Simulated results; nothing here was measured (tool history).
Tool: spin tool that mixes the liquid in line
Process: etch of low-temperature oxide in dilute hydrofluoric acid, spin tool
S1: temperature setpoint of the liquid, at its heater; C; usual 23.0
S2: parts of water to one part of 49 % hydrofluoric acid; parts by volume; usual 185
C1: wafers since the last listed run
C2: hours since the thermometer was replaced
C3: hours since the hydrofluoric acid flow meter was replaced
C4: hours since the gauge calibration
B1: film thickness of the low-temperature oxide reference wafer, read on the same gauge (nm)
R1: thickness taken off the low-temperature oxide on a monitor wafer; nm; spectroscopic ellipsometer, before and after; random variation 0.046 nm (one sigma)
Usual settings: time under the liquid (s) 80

Run 1, hour 0.0: usual settings but S1 21.0 C, S2 150 parts by volume; C1 0; C2 22.5; C3 683.1; C4 645.9; B1 29.99. Result: R1 16.40 nm.
Run 2, hour 65.6: usual settings but S1 21.0 C; C1 641; C2 88.1; C3 748.7; C4 711.5; B1 30.01. Result: R1 12.84 nm.
Run 3, hour 214.2: usual settings but S1 21.0 C; C1 1453; C2 236.7; C3 897.3; C4 860.1; B1 29.99. Result: R1 12.90 nm.
Run 4, hour 283.6: usual settings; C1 678; C2 306.1; C3 966.7; C4 929.5; B1 30.02. Result: R1 13.97 nm.
Run 5, hour 478.7: usual settings but time under the liquid (s) 105; C1 1908; C2 501.2; C3 1161.8; C4 1124.6; B1 30.00. Result: R1 18.28 nm.
Run 6, hour 562.0: usual settings but time under the liquid (s) 105; C1 814; C2 584.5; C3 1245.1; C4 1207.9; B1 30.00. Result: R1 18.34 nm.
Run 7, hour 642.8: usual settings but S1 19.5 C; C1 790; C2 665.3; C3 1325.9; C4 1288.7; B1 30.02. Result: R1 12.20 nm.
Run 8, hour 698.7: usual settings but S1 19.5 C; C1 546; C2 721.2; C3 1381.8; C4 1344.6; B1 29.98. Result: R1 12.17 nm.
Run 9, hour 774.2: usual settings but S1 19.5 C; C1 738; C2 796.7; C3 1457.3; C4 1420.1; B1 30.00. Result: R1 12.24 nm.
Run 10, hour 827.2: usual settings but S1 21.0 C, S2 255 parts by volume, time under the liquid (s) 35; C1 518; C2 849.7; C3 1510.3; C4 1473.1; B1 30.02. Result: R1 3.83 nm.
Run 11, hour 934.1: usual settings; C1 1045; C2 956.6; C3 1617.2; C4 1580.0; B1 30.02. Result: R1 14.10 nm.
Run 12, hour 997.9: usual settings but S1 19.0 C, S2 215 parts by volume, time under the liquid (s) 45; C1 623; C2 1020.4; C3 1681.0; C4 1643.8; B1 30.03. Result: R1 5.67 nm.
Run 13, hour 1067.9: usual settings but S1 21.0 C, S2 270 parts by volume, time under the liquid (s) 105; C1 684; C2 1090.4; C3 1751.0; C4 1713.8; B1 30.00. Result: R1 10.74 nm.

Forecast run 14:
At hour 1080.6: hydrofluoric acid flow meter replaced.
Run 14, hour 1104.7: usual settings; C1 350; C2 1127.2; C3 24.1; C4 1750.6; B1 ?. Result: R1 ?.

{"run 14": {"B1": 30.02, "R1": 13.74}}
Without the tool's hidden state the same run would have given R1 13.72 nm.

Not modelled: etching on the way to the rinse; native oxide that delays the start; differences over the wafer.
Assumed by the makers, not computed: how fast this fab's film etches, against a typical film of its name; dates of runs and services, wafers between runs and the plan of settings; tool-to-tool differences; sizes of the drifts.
